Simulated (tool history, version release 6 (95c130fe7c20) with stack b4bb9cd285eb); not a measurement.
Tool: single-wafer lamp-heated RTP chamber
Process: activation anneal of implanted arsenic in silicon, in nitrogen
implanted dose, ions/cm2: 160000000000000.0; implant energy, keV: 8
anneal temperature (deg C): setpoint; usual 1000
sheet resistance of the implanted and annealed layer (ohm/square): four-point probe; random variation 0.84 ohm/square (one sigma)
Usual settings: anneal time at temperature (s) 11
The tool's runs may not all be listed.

run	hour	anneal temperature (deg C)	anneal time at temperature (s)	wafers since the last listed run	wafers since the last pyrometer calibration	wafers since the reflector plate was cleaned	hours since the gauge calibration	read-back reference wafer on the same gauge, sheet resistance	sheet resistance of the implanted and annealed layer (ohm/square)
1	0	1000	11	0	5753	5675	150.6	610.33	559.18
2	53	1000	6	519	6272	6194	203.6	609.38	562.51
3	70.2	1000	6	168	6441	6362	220.8	608.81	562.25
4	77.8	1000	6	74	6515	6437	228.4	608.85	563.45
5	91.7	977	11	136	6651	6573	242.3	608.99	561.89
6	103.4	1000	11	114	6766	6688	254	608.35	559.06
7	110.7	1000	7	71	6838	6759	261.3	608.5	561.28
# hour 120.2: reflector plate cleaned
8	127.2	1000	7	83	6921	68	277.8	607.8	559.82
9	143.6	1000	11	160	7081	229	294.2	607.59	556.08
10	188.9	1000	11	443	7525	673	339.5	606.94	556.18
# hour 201.5: pyrometer window cleaned and pyrometer calibrated
11	202.5	1000	11	54	9	728	353.1	606.96	554.32
12	217.8	1010	13	149	159	877	368.4	606.44	551.35
13	223.8	988	11	58	218	936	374.4	605.98	557.24
14	234.1	988	11	100	319	1037	384.7	606.16	558.41
15	245.8	986	7	114	434	1152	396.4	605.55	560.33
16	256.6	1022	15	105	539	1258	407.2	605.5	546.08
17	274.5	1000	11	175	715	1433	425.1	605.18	553.99
18	286.7	1000	11	119	834	1552	437.3	605	552.97
19	293.7	1000	11	68	903	1621	444.3	604.52	553.96
20	342.8	978	7	481	1384	2102	493.4	603.73	560.45
21	360.5	1016	5	173	1557	2275	511.1	603.2	555.34
22	370.2	1000	11	95	1652	2371	520.8	603.55	551.78
23	383.1	1000	7	126	1779	2497	533.7	602.57	555.15
24	395	1011	7	116	1895	2613	545.6	602.85	553.98
# hour 401.8: gauge calibrated
25	412.9	1024	4	175	2071	2789	11.1	613.4	565.67
26	420.1	1000	17	70	2141	2859	18.3	613.34	557
27	437.9	1000	7	174	2316	3034	36.1	612.98	563.73
28	455.3	1012	16	170	2486	3204	53.5	612.39	553.49
29	465.8	1011	5	102	2589	3307	64	612.55	566.26
30	472	1000	11	60	2650	3368	70.2	612.29	561.69
31	482.7	983	5	104	2754	3473	80.9	611.88	569.6
32	498.5	1025	11	154	2909	3627	96.7	611.73	555.12
33	511.6	1000	15	128	3038	3756	109.8	611.41	557.29
34	522	1000	11	101	3140	3858	120.2	611.05	559.63
35	533.4	1012	11	111	3251	3969	131.6	611.45	557.3
36	549.9	989	17	161	3413	4131	148.1	611.01	557.45

How the hidden state differs across the entries between the runs, from the last listed run before each to the first after it:
Between runs 7 and 8: reflector plate cleaned (hour 120.2)
  gauge reads high (%): -0.924 -> -0.976
  measured less the result without the state, sheet resistance of the implanted and annealed layer (ohm/square): -5.23 -> -5.52
Between runs 10 and 11: pyrometer window cleaned and pyrometer calibrated (hour 201.5)
  gauge reads high (%): -1.17 -> -1.21
  measured less the result without the state, sheet resistance of the implanted and annealed layer (ohm/square): -6.6 -> -6.81
Between runs 24 and 25: gauge calibrated (hour 401.8)
  gauge reads high (%): -1.82 -> -0.0779
  measured less the result without the state, sheet resistance of the implanted and annealed layer (ohm/square): -10.29 -> -0.45

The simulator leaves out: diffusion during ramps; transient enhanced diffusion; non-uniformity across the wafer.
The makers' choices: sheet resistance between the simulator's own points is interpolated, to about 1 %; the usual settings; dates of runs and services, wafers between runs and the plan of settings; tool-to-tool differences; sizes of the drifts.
